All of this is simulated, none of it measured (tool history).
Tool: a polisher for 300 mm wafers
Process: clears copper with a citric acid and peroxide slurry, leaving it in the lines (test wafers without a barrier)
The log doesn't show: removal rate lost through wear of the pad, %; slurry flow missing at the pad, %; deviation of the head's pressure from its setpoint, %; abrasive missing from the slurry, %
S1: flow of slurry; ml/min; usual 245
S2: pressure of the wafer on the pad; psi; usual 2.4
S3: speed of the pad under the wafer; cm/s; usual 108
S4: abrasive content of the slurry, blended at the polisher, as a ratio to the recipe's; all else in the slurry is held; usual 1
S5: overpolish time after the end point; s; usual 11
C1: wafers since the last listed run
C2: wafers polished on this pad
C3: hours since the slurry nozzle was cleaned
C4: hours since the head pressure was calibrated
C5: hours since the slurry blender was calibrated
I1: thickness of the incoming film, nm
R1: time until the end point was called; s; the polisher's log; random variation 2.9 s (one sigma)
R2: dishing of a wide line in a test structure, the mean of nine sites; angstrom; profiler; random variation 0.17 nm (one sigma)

| run | hour | S1 | S2 | S3 | S4 | S5 | C1 | C2 | C3 | C4 | C5 | I1 | R1 | R2 |
|---|---|---|---|---|---|---|---|---|---|---|---|---|---|---|
| 1 | 0 | 245 | 2.4 | 108 | 0.85 | 11 | 0 | 868 | 352.1 | 993 | 309.6 | 299.7 | 170.4 | 126 |
|  | 28.2 | slurry nozzle cleaned |
|  | 32.4 | head pressure recalibrated |
| 2 | 36.2 | 245 | 2.4 | 108 | 0.85 | 11 | 241 | 1109 | 8 | 3.8 | 345.8 | 303.2 | 174 | 125 |
|  | 70.5 | slurry blender recalibrated |
| 3 | 98.6 | 245 | 2.4 | 108 | 1 | 11 | 439 | 1549 | 70.4 | 66.2 | 28.1 | 301 | 171.5 | 131 |
| 4 | 131.5 | 245 | 2.4 | 108 | 1 | 11 | 239 | 1788 | 103.3 | 99.1 | 61 | 300.6 | 166.2 | 126 |
| 5 | 173.2 | 245 | 2.4 | 108 | 0.9 | 11 | 303 | 2092 | 145 | 140.8 | 102.7 | 299.1 | 175.1 | 127 |
| 6 | 219.9 | 245 | 2.4 | 108 | 0.9 | 11 | 339 | 2431 | 191.7 | 187.5 | 149.4 | 299.9 | 172.6 | 126 |
| 7 | 291.7 | 245 | 2.4 | 108 | 0.9 | 11 | 522 | 2954 | 263.5 | 259.3 | 221.2 | 302.7 | 175.5 | 123 |
|  | 319.3 | worn pad replaced by a new one |
| 8 | 460.1 | 330 | 1.9 | 108 | 1 | 18 | 1196 | 1024 | 431.9 | 427.7 | 389.6 | 301.8 | 214.6 | 168 |
|  | 476.5 | slurry blender recalibrated |
|  | 485.3 | slurry nozzle cleaned |
| 9 | 522 | 190 | 2.1 | 92 | 0.8 | 11 | 428 | 1453 | 36.7 | 489.6 | 45.5 | 299 | 239.6 | 95 |
| 10 | 560.1 | 245 | 2.4 | 84 | 0.9 | 11 | 277 | 1730 | 74.8 | 527.7 | 83.6 | 306 | 222.1 | 99 |
| 11 | 620.3 | 210 | 2.4 | 108 | 0.75 | 11 | 438 | 2168 | 135 | 587.9 | 143.8 | 297.6 | 175.9 | 124 |
| 12 | 684.7 | 245 | 2.4 | 108 | 1 | 11 | 468 | 2637 | 199.4 | 652.3 | 208.2 | 298.4 | 166.8 | 131 |
| 13 | 744.6 | 295 | 2.2 | 136 | 1 | 9 | 435 | 3072 | 259.3 | 712.2 | 268.1 | 303.7 | 145.4 | 119 |
|  | 794.8 | worn pad replaced by a new one |
| 14 | 815.3 | 295 | 2.2 | 136 | 1 | 9 | 485 | 149 | 330 | 782.9 | 338.8 | 299.3 | 144.7 | 122 |
|  | 842.1 | slurry blender recalibrated |
|  | 859.9 | slurry nozzle cleaned |
| 15 | 880 | 245 | 2.4 | 108 | 1 | 11 | 448 | 598 | 20.1 | 847.6 | 37.9 | 303.7 | 163.5 | 129 |
| 16 | 929.3 | 245 | 2.4 | 108 | 1 | 11 | 358 | 956 | 69.4 | 896.9 | 87.2 | 298.9 | 168.4 | 126 |
| 17 | 997.4 | 320 | 2.4 | 124 | 0.75 | 5 | 495 | 1452 | 137.5 | 965 | 155.3 | 299.9 | 152.6 | 68 |
| 18 | 1025.4 | 245 | 2.8 | 108 | 1 | 11 | 203 | 1656 | 165.5 | 993 | 183.3 | 302.1 | 148.4 | 150 |
|  | 1048.6 | head pressure recalibrated |
| 19 | 1084.1 | 245 | 2.4 | 108 | 0.85 | 11 | 412 | 2068 | 224.2 | 35.5 | 242 | 300 | 170.6 | 124 |
| 20 | 1127.2 | 245 | 2 | 136 | 1 | 11 | 313 | 2382 | 267.3 | 78.6 | 285.1 | 296.7 | 158.9 | 135 |
| 21 | 1156 | 245 | 2.4 | 108 | 1 | 11 | 209 | 2591 | 296.1 | 107.4 | 313.9 | 300.8 | 171.5 | 130 |
| 22 | 1201.5 | 315 | 3 | 108 | 1 | 11 | 331 | 2922 | 341.6 | 152.9 | 359.4 | 303.7 | 138.7 | 162 |
|  | 1251.4 | worn pad replaced by a new one |
| 23 | 1251.9 | 320 | 3 | 108 | 1 | 11 | 337 | 3 | 392 | 203.3 | 409.8 | 298.5 | 132.5 | 160 |
|  | 1273.7 | slurry blender recalibrated |
| 24 | 1279.8 | 270 | 2.4 | 90 | 1 | 15 | 188 | 192 | 419.9 | 231.2 | 6.1 | 305.6 | 201.3 | 143 |
|  | 1301 | slurry nozzle cleaned |
| 25 | 1324.7 | 245 | 2 | 120 | 0.9 | 11 | 319 | 511 | 23.7 | 276.1 | 51 | 303.4 | 189.5 | 118 |
| 26 | 1375.7 | 320 | 2.4 | 76 | 1 | 14 | 371 | 882 | 74.7 | 327.1 | 102 | 301.4 | 226.7 | 119 |
| 27 | 1433.4 | 245 | 2.4 | 108 | 1 | 11 | 419 | 1302 | 132.4 | 384.8 | 159.7 | 299.9 | 167.1 | 129 |
| 28 | 1470.9 | 245 | 2.4 | 108 | 1 | 11 | 272 | 1575 | 169.9 | 422.3 | 197.2 | 295.5 | 163.3 | 125 |

Forecast each of these 4 alternatives for the next run:
| A | 1471.4 | 285 | 2.4 | 108 | 1 | 11 | 3 | 1579 | 170.4 | 422.8 | 197.7 | 299.9 | ? | ? |
| B | 1471.4 | 245 | 1.9 | 108 | 0.85 | 11 | 3 | 1579 | 170.4 | 422.8 | 197.7 | 299.9 | ? | ? |
| C | 1471.4 | 175 | 2.4 | 108 | 0.8 | 5 | 3 | 1579 | 170.4 | 422.8 | 197.7 | 299.9 | ? | ? |
| D | 1471.4 | 245 | 2.4 | 84 | 1 | 11 | 3 | 1579 | 170.4 | 422.8 | 197.7 | 299.9 | ? | ? |

| run | R1 | R2 |
|---|---|---|
| A | 168.3 | 129 |
| B | 219.4 | 100 |
| C | 180.9 | 57 |
| D | 216.8 | 102 |
Without the tool's hidden state the same runs would have given:
| run | R1 | R2 |
|---|---|---|
| A | 168.3 | 129 |
| B | 219.4 | 100 |
| C | 180.9 | 57 |
| D | 216.8 | 102 |
